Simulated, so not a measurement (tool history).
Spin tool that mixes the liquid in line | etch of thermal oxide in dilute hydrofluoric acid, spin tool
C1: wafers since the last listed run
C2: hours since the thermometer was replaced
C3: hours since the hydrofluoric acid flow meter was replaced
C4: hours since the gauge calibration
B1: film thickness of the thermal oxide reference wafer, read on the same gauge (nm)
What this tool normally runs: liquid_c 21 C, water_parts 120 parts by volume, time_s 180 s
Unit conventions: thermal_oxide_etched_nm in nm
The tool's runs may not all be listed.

Run 1, hour 0: usual settings; C1 0; C2 1392.3; C3 1102.1; C4 199.5; B1 140. Result: thermal_oxide_etched_nm 7 nm.
Run 2, hour 34.8: usual settings; C1 262; C2 1427.1; C3 1136.9; C4 234.3; B1 140.03. Result: thermal_oxide_etched_nm 6.98 nm.
Run 3, hour 67.2: usual settings; C1 244; C2 1459.5; C3 1169.3; C4 266.7; B1 139.98. Result: thermal_oxide_etched_nm 6.97 nm.
Run 4, hour 89.5: usual settings; C1 168; C2 1481.8; C3 1191.6; C4 289; B1 140.01. Result: thermal_oxide_etched_nm 6.99 nm.
Run 5, hour 125.4: usual settings; C1 270; C2 1517.7; C3 1227.5; C4 324.9; B1 139.96. Result: thermal_oxide_etched_nm 7.01 nm.
Run 6, hour 152.3: usual settings; C1 202; C2 1544.6; C3 1254.4; C4 351.8; B1 139.99. Result: thermal_oxide_etched_nm 7.03 nm.
Run 7, hour 175.1: usual settings; C1 171; C2 1567.4; C3 1277.2; C4 374.6; B1 140.01. Result: thermal_oxide_etched_nm 6.98 nm.
Run 8, hour 187.7: usual settings; C1 94; C2 1580; C3 1289.8; C4 387.2; B1 140. Result: thermal_oxide_etched_nm 7.03 nm.
At hour 203.2: thermometer replaced.
Run 9, hour 214.8: usual settings but time_s 265 s; C1 196; C2 11.6; C3 1316.9; C4 414.3; B1 140. Result: thermal_oxide_etched_nm 10.84 nm.
Run 10, hour 234.9: usual settings but time_s 265 s; C1 151; C2 31.7; C3 1337; C4 434.4; B1 139.96. Result: thermal_oxide_etched_nm 10.87 nm.
Run 11, hour 266.3: usual settings but time_s 265 s; C1 236; C2 63.1; C3 1368.4; C4 465.8; B1 139.99. Result: thermal_oxide_etched_nm 10.86 nm.
Run 12, hour 280.4: usual settings but liquid_c 19 C, time_s 105 s; C1 106; C2 77.2; C3 1382.5; C4 479.9; B1 139.96. Result: thermal_oxide_etched_nm 3.96 nm.
Run 13, hour 297.3: usual settings but liquid_c 19 C, time_s 105 s; C1 127; C2 94.1; C3 1399.4; C4 496.8; B1 139.99. Result: thermal_oxide_etched_nm 3.98 nm.
Run 14, hour 327.4: usual settings but liquid_c 17 C, water_parts 155 parts by volume, time_s 105 s; C1 226; C2 124.2; C3 1429.5; C4 526.9; B1 140. Result: thermal_oxide_etched_nm 2.75 nm.
Run 15, hour 351.9: usual settings but water_parts 70 parts by volume, time_s 250 s; C1 184; C2 148.7; C3 1454; C4 551.4; B1 140.02. Result: thermal_oxide_etched_nm 18.8 nm.
Run 16, hour 372.5: usual settings; C1 155; C2 169.3; C3 1474.6; C4 572; B1 140.01. Result: thermal_oxide_etched_nm 7.42 nm.
At hour 373.6: thermometer replaced, repeated, since the last time left the tool worse.
Run 17, hour 401: usual settings but liquid_c 18 C; C1 207; C2 27.4; C3 1503.1; C4 600.5; B1 140.02. Result: thermal_oxide_etched_nm 5.86 nm.
Run 18, hour 427.2: usual settings; C1 197; C2 53.6; C3 1529.3; C4 626.7; B1 139.98. Result: thermal_oxide_etched_nm 6.57 nm.
Run 19, hour 457.6: usual settings but liquid_c 17 C, water_parts 80 parts by volume, time_s 115 s; C1 229; C2 84; C3 1559.7; C4 657.1; B1 140. Result: thermal_oxide_etched_nm 5.61 nm.
Run 20, hour 478.9: usual settings but liquid_c 24.5 C, water_parts 75 parts by volume, time_s 90 s; C1 160; C2 105.3; C3 1581; C4 678.4; B1 139.99. Result: thermal_oxide_etched_nm 6.5 nm.
At hour 486.4: gauge calibrated.
Run 21, hour 506.1: usual settings but liquid_c 18 C, water_parts 155 parts by volume, time_s 275 s; C1 204; C2 132.5; C3 1608.2; C4 19.7; B1 140. Result: thermal_oxide_etched_nm 6.72 nm.
Run 22, hour 531.9: usual settings but liquid_c 18.5 C, water_parts 145 parts by volume, time_s 230 s; C1 194; C2 158.3; C3 1634; C4 45.5; B1 140.02. Result: thermal_oxide_etched_nm 6.24 nm.
Run 23, hour 566.1: usual settings; C1 257; C2 192.5; C3 1668.2; C4 79.7; B1 140.04. Result: thermal_oxide_etched_nm 6.65 nm.
Run 24, hour 579.7: usual settings but liquid_c 24 C; C1 102; C2 206.1; C3 1681.8; C4 93.3; B1 139.96. Result: thermal_oxide_etched_nm 7.57 nm.
At hour 587.2: hydrofluoric acid flow meter replaced.
Run 25, hour 606.1: usual settings but water_parts 70 parts by volume, time_s 280 s; C1 191; C2 232.5; C3 18.9; C4 119.7; B1 139.98. Result: thermal_oxide_etched_nm 18.87 nm.
Run 26, hour 625.5: usual settings but liquid_c 17 C, water_parts 175 parts by volume, time_s 215 s; C1 146; C2 251.9; C3 38.3; C4 139.1; B1 140.02. Result: thermal_oxide_etched_nm 4.41 nm.
Run 27, hour 656.7: usual settings; C1 235; C2 283.1; C3 69.5; C4 170.3; B1 139.95. Result: thermal_oxide_etched_nm 6.7 nm.
Run 28, hour 691.8: usual settings but liquid_c 17 C, water_parts 160 parts by volume, time_s 140 s; C1 264; C2 318.2; C3 104.6; C4 205.4; B1 139.99. Result: thermal_oxide_etched_nm 3.2 nm.
Run 29, hour 712.4: usual settings; C1 155; C2 338.8; C3 125.2; C4 226; B1 139.97. Result: thermal_oxide_etched_nm 6.75 nm.
Run 30, hour 748.2: usual settings but water_parts 165 parts by volume; C1 269; C2 374.6; C3 161; C4 261.8; B1 140. Result: thermal_oxide_etched_nm 4.62 nm.
Run 31, hour 761.8: usual settings but liquid_c 24 C, water_parts 85 parts by volume, time_s 215 s; C1 102; C2 388.2; C3 174.6; C4 275.4; B1 140.01. Result: thermal_oxide_etched_nm 13.26 nm.
Run 32, hour 780.3: usual settings; C1 139; C2 406.7; C3 193.1; C4 293.9; B1 139.98. Result: thermal_oxide_etched_nm 6.75 nm.
Run 33, hour 815: usual settings; C1 261; C2 441.4; C3 227.8; C4 328.6; B1 139.98. Result: thermal_oxide_etched_nm 6.76 nm.
Run 34, hour 828.9: usual settings but liquid_c 17.5 C, water_parts 70 parts by volume, time_s 110 s; C1 104; C2 455.3; C3 241.7; C4 342.5; B1 139.99. Result: thermal_oxide_etched_nm 6.46 nm.
Run 35, hour 852: usual settings but liquid_c 19.5 C, time_s 95 s; C1 174; C2 478.4; C3 264.8; C4 365.6; B1 140.02. Result: thermal_oxide_etched_nm 3.33 nm.

Consider 3 possible next runs. They are alternatives, not a sequence: every one starts from the tool as it was left by run 35. What does each give?
Run A, hour 852.5: usual settings but time_s 85 s; C1 3; C2 478.9; C3 265.3; C4 366.1; B1 ?. Result: thermal_oxide_etched_nm ?.
Run B, hour 852.5: usual settings but water_parts 150 parts by volume; C1 3; C2 478.9; C3 265.3; C4 366.1; B1 ?. Result: thermal_oxide_etched_nm ?.
Run C, hour 852.5: usual settings but liquid_c 17.5 C, water_parts 70 parts by volume, time_s 150 s; C1 3; C2 478.9; C3 265.3; C4 366.1; B1 ?. Result: thermal_oxide_etched_nm ?.

run      B1  thermal_oxide_etched_nm
  A  140.03                     3.19
  B  140.03                     5.23
  C  140.03                     8.85
Without the tool's unlogged condition, the same runs would have read:
run  thermal_oxide_etched_nm
  A                     3.08
  B                     5.06
  C                     8.53

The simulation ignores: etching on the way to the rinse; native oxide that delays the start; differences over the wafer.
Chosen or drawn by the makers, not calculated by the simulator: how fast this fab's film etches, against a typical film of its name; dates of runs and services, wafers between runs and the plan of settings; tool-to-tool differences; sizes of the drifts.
